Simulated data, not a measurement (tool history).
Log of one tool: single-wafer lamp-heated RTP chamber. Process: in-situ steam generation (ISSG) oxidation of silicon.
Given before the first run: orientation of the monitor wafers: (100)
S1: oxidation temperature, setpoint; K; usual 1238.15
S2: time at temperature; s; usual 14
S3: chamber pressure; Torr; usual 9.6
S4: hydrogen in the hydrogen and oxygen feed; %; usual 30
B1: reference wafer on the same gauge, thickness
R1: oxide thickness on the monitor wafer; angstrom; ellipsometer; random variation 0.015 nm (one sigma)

{"run": 1, "day": 0.0, "S1": 1238.15, "S2": 14, "S3": 9.6, "S4": 30, "B1": 4.783, "R1": 41.01}
{"run": 2, "day": 1.254, "S1": 1238.15, "S2": 14, "S3": 8.9, "S4": 30, "B1": 4.784, "R1": 41.71}
{"run": 3, "day": 2.429, "S1": 1238.15, "S2": 14, "S3": 9.6, "S4": 30, "B1": 4.779, "R1": 41.15}
{"run": 4, "day": 3.821, "S1": 1238.15, "S2": 14, "S3": 9.6, "S4": 30, "B1": 4.774, "R1": 41.23}
{"run": 5, "day": 4.704, "S1": 1238.15, "S2": 14, "S3": 9.6, "S4": 30, "B1": 4.775, "R1": 41.07}
{"run": 6, "day": 5.346, "S1": 1238.15, "S2": 14, "S3": 9.6, "S4": 30, "B1": 4.786, "R1": 41.54}
{"day": 6.683, "done": "pyrometer window cleaned and pyrometer calibrated"}
{"run": 7, "day": 6.779, "S1": 1238.15, "S2": 14, "S3": 9.6, "S4": 30, "B1": 4.781, "R1": 40.2}
{"run": 8, "day": 7.896, "S1": 1238.15, "S2": 14, "S3": 9.6, "S4": 30, "B1": 4.779, "R1": 40.05}
{"day": 9.175, "done": "pressure gauge zeroed"}
{"day": 10.683, "done": "gauge calibrated"}
{"run": 9, "day": 12.15, "S1": 1238.15, "S2": 14, "S3": 9.6, "S4": 30, "B1": 4.775, "R1": 40.78}
{"run": 10, "day": 13.112, "S1": 1238.15, "S2": 14, "S3": 9.6, "S4": 30, "B1": 4.782, "R1": 41}
{"run": 11, "day": 13.904, "S1": 1238.15, "S2": 14, "S3": 9.6, "S4": 30, "B1": 4.781, "R1": 40.79}
{"run": 12, "day": 14.433, "S1": 1238.15, "S2": 10, "S3": 9.6, "S4": 30, "B1": 4.77, "R1": 35.83}
{"run": 13, "day": 15.346, "S1": 1254.15, "S2": 10, "S3": 10.2, "S4": 24, "B1": 4.778, "R1": 35.1}
{"run": 14, "day": 16.271, "S1": 1250.15, "S2": 17, "S3": 10.2, "S4": 30, "B1": 4.779, "R1": 45.27}
{"run": 15, "day": 17.721, "S1": 1218.15, "S2": 15, "S3": 10.2, "S4": 32, "B1": 4.783, "R1": 39.65}
{"run": 16, "day": 18.575, "S1": 1238.15, "S2": 14, "S3": 9.6, "S4": 32, "B1": 4.776, "R1": 41.89}
{"run": 17, "day": 19.842, "S1": 1238.15, "S2": 14, "S3": 9.1, "S4": 30, "B1": 4.773, "R1": 41.42}
{"run": 18, "day": 20.708, "S1": 1238.15, "S2": 11, "S3": 9.6, "S4": 30, "B1": 4.781, "R1": 37.24}
{"day": 22.008, "done": "hydrogen flow controller replaced"}
{"run": 19, "day": 22.029, "S1": 1238.15, "S2": 14, "S3": 9.6, "S4": 30, "B1": 4.78, "R1": 41.33}
{"run": 20, "day": 23.075, "S1": 1225.15, "S2": 14, "S3": 9.1, "S4": 32, "B1": 4.785, "R1": 40.75}
{"day": 24.308, "done": "pyrometer window cleaned and pyrometer calibrated"}
{"run": 21, "day": 24.329, "S1": 1229.15, "S2": 16, "S3": 8.1, "S4": 30, "B1": 4.783, "R1": 41.9}
{"run": 22, "day": 24.962, "S1": 1221.15, "S2": 16, "S3": 9, "S4": 30, "B1": 4.787, "R1": 40.66}
{"run": 23, "day": 25.65, "S1": 1257.15, "S2": 14, "S3": 9.6, "S4": 30, "B1": 4.783, "R1": 42.52}
{"run": 24, "day": 27.083, "S1": 1238.15, "S2": 14, "S3": 8.9, "S4": 32, "B1": 4.778, "R1": 41.58}
{"run": 25, "day": 28.05, "S1": 1252.15, "S2": 14, "S3": 9.6, "S4": 30, "B1": 4.779, "R1": 42.14}
{"run": 26, "day": 29.267, "S1": 1238.15, "S2": 14, "S3": 9.6, "S4": 30, "B1": 4.776, "R1": 40.7}
{"run": 27, "day": 30.496, "S1": 1238.15, "S2": 14, "S3": 9.6, "S4": 30, "B1": 4.774, "R1": 40.7}
{"run": 28, "day": 31.067, "S1": 1243.15, "S2": 14, "S3": 9.6, "S4": 30, "B1": 4.784, "R1": 41.49}
{"run": 29, "day": 31.858, "S1": 1238.15, "S2": 14, "S3": 9.6, "S4": 30, "B1": 4.772, "R1": 40.81}
{"run": 30, "day": 32.496, "S1": 1238.15, "S2": 9, "S3": 9.6, "S4": 30, "B1": 4.78, "R1": 34.48}
{"run": 31, "day": 33.479, "S1": 1247.15, "S2": 19, "S3": 9.6, "S4": 30, "B1": 4.775, "R1": 47.73}

What if the next run were any one of these 4? Each begins from the tool's condition after run 31:
{"run": "A", "day": 33.496, "S1": 1238.15, "S2": 14, "S3": 9.6, "S4": 30, "B1": "?", "R1": "?"}
{"run": "B", "day": 33.496, "S1": 1238.15, "S2": 12, "S3": 9.2, "S4": 30, "B1": "?", "R1": "?"}
{"run": "C", "day": 33.496, "S1": 1220.15, "S2": 14, "S3": 10.2, "S4": 30, "B1": "?", "R1": "?"}
{"run": "D", "day": 33.496, "S1": 1238.15, "S2": 11, "S3": 9.6, "S4": 21, "B1": "?", "R1": "?"}

run=A B1=4.777 R1=41.01
run=B B1=4.777 R1=38.96
run=C B1=4.777 R1=38.36
run=D B1=4.777 R1=34.23
Take away the tool's hidden state, keep each run's random variation, and the runs would have read:
run=A R1=40.01
run=B R1=38.07
run=C R1=37.53
run=D R1=33.48
